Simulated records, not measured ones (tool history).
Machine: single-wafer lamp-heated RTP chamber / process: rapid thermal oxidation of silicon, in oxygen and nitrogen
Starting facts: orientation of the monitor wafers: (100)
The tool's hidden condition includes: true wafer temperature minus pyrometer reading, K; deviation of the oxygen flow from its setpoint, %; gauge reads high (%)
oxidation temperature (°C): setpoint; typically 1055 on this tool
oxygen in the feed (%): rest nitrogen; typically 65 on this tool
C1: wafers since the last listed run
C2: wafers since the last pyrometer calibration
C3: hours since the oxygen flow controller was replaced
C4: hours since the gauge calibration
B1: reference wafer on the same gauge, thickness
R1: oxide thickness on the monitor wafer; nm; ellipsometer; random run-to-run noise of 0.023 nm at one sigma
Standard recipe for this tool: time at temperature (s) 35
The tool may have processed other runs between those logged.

Run 1, hour 0: usual settings; C1 0; C2 9036; C3 1656.1; C4 1226.7; B1 7.319. Result: R1 6.35 nm.
Run 2, hour 33.3: usual settings; C1 298; C2 9334; C3 1689.4; C4 1260; B1 7.315. Result: R1 6.4 nm.
Run 3, hour 79.2: usual settings; C1 411; C2 9746; C3 1735.3; C4 1305.9; B1 7.329. Result: R1 6.411 nm.
At hour 127.8: pyrometer window cleaned and pyrometer calibrated.
Run 4, hour 144.9: usual settings; C1 517; C2 153; C3 1801; C4 1371.6; B1 7.319. Result: R1 6.55 nm.
Run 5, hour 213.1: usual settings; C1 611; C2 764; C3 1869.2; C4 1439.8; B1 7.325. Result: R1 6.544 nm.
Run 6, hour 263.5: usual settings; C1 451; C2 1216; C3 1919.6; C4 1490.2; B1 7.318. Result: R1 6.629 nm.
Run 7, hour 289.7: usual settings; C1 234; C2 1451; C3 1945.8; C4 1516.4; B1 7.328. Result: R1 6.595 nm.
Run 8, hour 413.4: usual settings; C1 1108; C2 2559; C3 2069.5; C4 1640.1; B1 7.315. Result: R1 6.674 nm.
Run 9, hour 467: usual settings but oxidation temperature (°C) 1068; C1 480; C2 3040; C3 2123.1; C4 1693.7; B1 7.306. Result: R1 7.275 nm.
Run 10, hour 536.4: usual settings; C1 622; C2 3662; C3 2192.5; C4 1763.1; B1 7.325. Result: R1 6.71 nm.
Run 11, hour 604.2: usual settings; C1 607; C2 4270; C3 2260.3; C4 1830.9; B1 7.325. Result: R1 6.68 nm.
Run 12, hour 634.6: usual settings; C1 272; C2 4542; C3 2290.7; C4 1861.3; B1 7.321. Result: R1 6.754 nm.
At hour 657.5: pyrometer window cleaned and pyrometer calibrated, repeated, since the last time left the tool worse.
Run 13, hour 694.5: usual settings; C1 465; C2 331; C3 2350.6; C4 1921.2; B1 7.318. Result: R1 6.175 nm.
Run 14, hour 734.4: usual settings; C1 357; C2 689; C3 2390.5; C4 1961.1; B1 7.316. Result: R1 6.277 nm.
Run 15, hour 796.8: usual settings but time at temperature (s) 40, oxygen in the feed (%) 38; C1 559; C2 1248; C3 2452.9; C4 2023.5; B1 7.326. Result: R1 5.484 nm.
Run 16, hour 850.7: usual settings but oxygen in the feed (%) 43; C1 483; C2 1731; C3 2506.8; C4 2077.4; B1 7.321. Result: R1 5.433 nm.
At hour 892.1: oxygen flow controller replaced.
Run 17, hour 909.5: usual settings; C1 455; C2 2187; C3 17.4; C4 2136.2; B1 7.321. Result: R1 6.298 nm.
Run 18, hour 946.8: usual settings but oxidation temperature (°C) 1046, time at temperature (s) 51; C1 334; C2 2521; C3 54.7; C4 2173.5; B1 7.329. Result: R1 6.924 nm.
Run 19, hour 993.1: usual settings; C1 415; C2 2936; C3 101; C4 2219.8; B1 7.321. Result: R1 6.284 nm.
Run 20, hour 1024.2: usual settings but oxidation temperature (°C) 1035, time at temperature (s) 30, oxygen in the feed (%) 47; C1 278; C2 3215; C3 132.1; C4 2250.9; B1 7.335. Result: R1 4.651 nm.
Run 21, hour 1058.7: usual settings but oxidation temperature (°C) 1071, oxygen in the feed (%) 91; C1 309; C2 3524; C3 166.6; C4 2285.4; B1 7.314. Result: R1 7.978 nm.
Run 22, hour 1117: usual settings but time at temperature (s) 20; C1 522; C2 4047; C3 224.9; C4 2343.7; B1 7.315. Result: R1 4.991 nm.
Run 23, hour 1209.2: usual settings but oxidation temperature (°C) 1027, oxygen in the feed (%) 36; C1 826; C2 4873; C3 317.1; C4 2435.9; B1 7.315. Result: R1 4.312 nm.
Run 24, hour 1251.2: usual settings but oxidation temperature (°C) 1066; C1 376; C2 5250; C3 359.1; C4 2477.9; B1 7.323. Result: R1 6.835 nm.
Run 25, hour 1321.8: usual settings but oxidation temperature (°C) 1028; C1 632; C2 5882; C3 429.7; C4 2548.5; B1 7.323. Result: R1 5.281 nm.
At hour 1378.5: gauge calibrated.
Run 26, hour 1380.9: usual settings; C1 529; C2 6412; C3 488.8; C4 2.4; B1 7.32. Result: R1 6.311 nm.
Run 27, hour 1429.1: usual settings but oxygen in the feed (%) 39; C1 432; C2 6844; C3 537; C4 50.6; B1 7.309. Result: R1 5.316 nm.
Run 28, hour 1494.9: usual settings but oxidation temperature (°C) 1064, time at temperature (s) 29, oxygen in the feed (%) 91; C1 589; C2 7434; C3 602.8; C4 116.4; B1 7.316. Result: R1 7.03 nm.
Run 29, hour 1536.2: usual settings but oxidation temperature (°C) 1032, time at temperature (s) 30, oxygen in the feed (%) 83; C1 370; C2 7804; C3 644.1; C4 157.7; B1 7.319. Result: R1 5.537 nm.
Run 30, hour 1588.5: usual settings but oxidation temperature (°C) 1073, time at temperature (s) 20, oxygen in the feed (%) 79; C1 468; C2 8273; C3 696.4; C4 210; B1 7.33. Result: R1 6.108 nm.
Run 31, hour 1660: usual settings but oxidation temperature (°C) 1039, time at temperature (s) 41; C1 640; C2 8914; C3 767.9; C4 281.5; B1 7.322. Result: R1 6.129 nm.
Run 32, hour 1705.2: usual settings but oxygen in the feed (%) 58; C1 405; C2 9319; C3 813.1; C4 326.7; B1 7.32. Result: R1 6.115 nm.
At hour 1732.4: pyrometer window cleaned and pyrometer calibrated.
Run 33, hour 1769.6: usual settings but oxygen in the feed (%) 43; C1 505; C2 333; C3 877.5; C4 391.1; B1 7.32. Result: R1 5.337 nm.
Run 34, hour 1951.3: usual settings but oxidation temperature (°C) 1039, oxygen in the feed (%) 90; C1 1628; C2 1962; C3 1059.2; C4 572.8; B1 7.314. Result: R1 6.308 nm.
Run 35, hour 2156.5: usual settings but oxidation temperature (°C) 1084, time at temperature (s) 23, oxygen in the feed (%) 42; C1 1839; C2 3801; C3 1264.4; C4 778; B1 7.312. Result: R1 5.476 nm.
Run 36, hour 2213.9: usual settings but oxidation temperature (°C) 1072, time at temperature (s) 52, oxygen in the feed (%) 53; C1 514; C2 4315; C3 1321.8; C4 835.4; B1 7.319. Result: R1 7.865 nm.
Run 37, hour 2240.6: usual settings but oxygen in the feed (%) 52; C1 239; C2 4555; C3 1348.5; C4 862.1; B1 7.318. Result: R1 5.852 nm.
Run 38, hour 2293.1: usual settings but oxidation temperature (°C) 1028, time at temperature (s) 20, oxygen in the feed (%) 94; C1 470; C2 5025; C3 1401; C4 914.6; B1 7.313. Result: R1 4.744 nm.

Subtracting, for every run, the result it would have given without the tool's unlogged condition from the measured result gives the following. The same run-to-run variation enters both numbers; the gauge's scatter may not:
run      R1
  1  +0.216
  2  +0.219
  3   +0.22
  4  +0.397
  5  +0.431
  6  +0.459
  7  +0.467
  8   +0.51
  9  +0.561
 10  +0.539
 11  +0.548
 12  +0.558
 13  +0.052
 14  +0.074
 15  +0.087
 16  +0.103
 17   +0.14
 18  +0.168
 19   +0.16
 20   +0.12
 21  +0.217
 22  +0.142
 23  +0.127
 24  +0.214
 25  +0.176
 26  +0.211
 27  +0.176
 28   +0.24
 29  +0.197
 30  +0.209
 31  +0.221
 32  +0.217
 33  +0.028
 34  +0.113
 35   +0.13
 36  +0.204
 37  +0.157
 38  +0.134
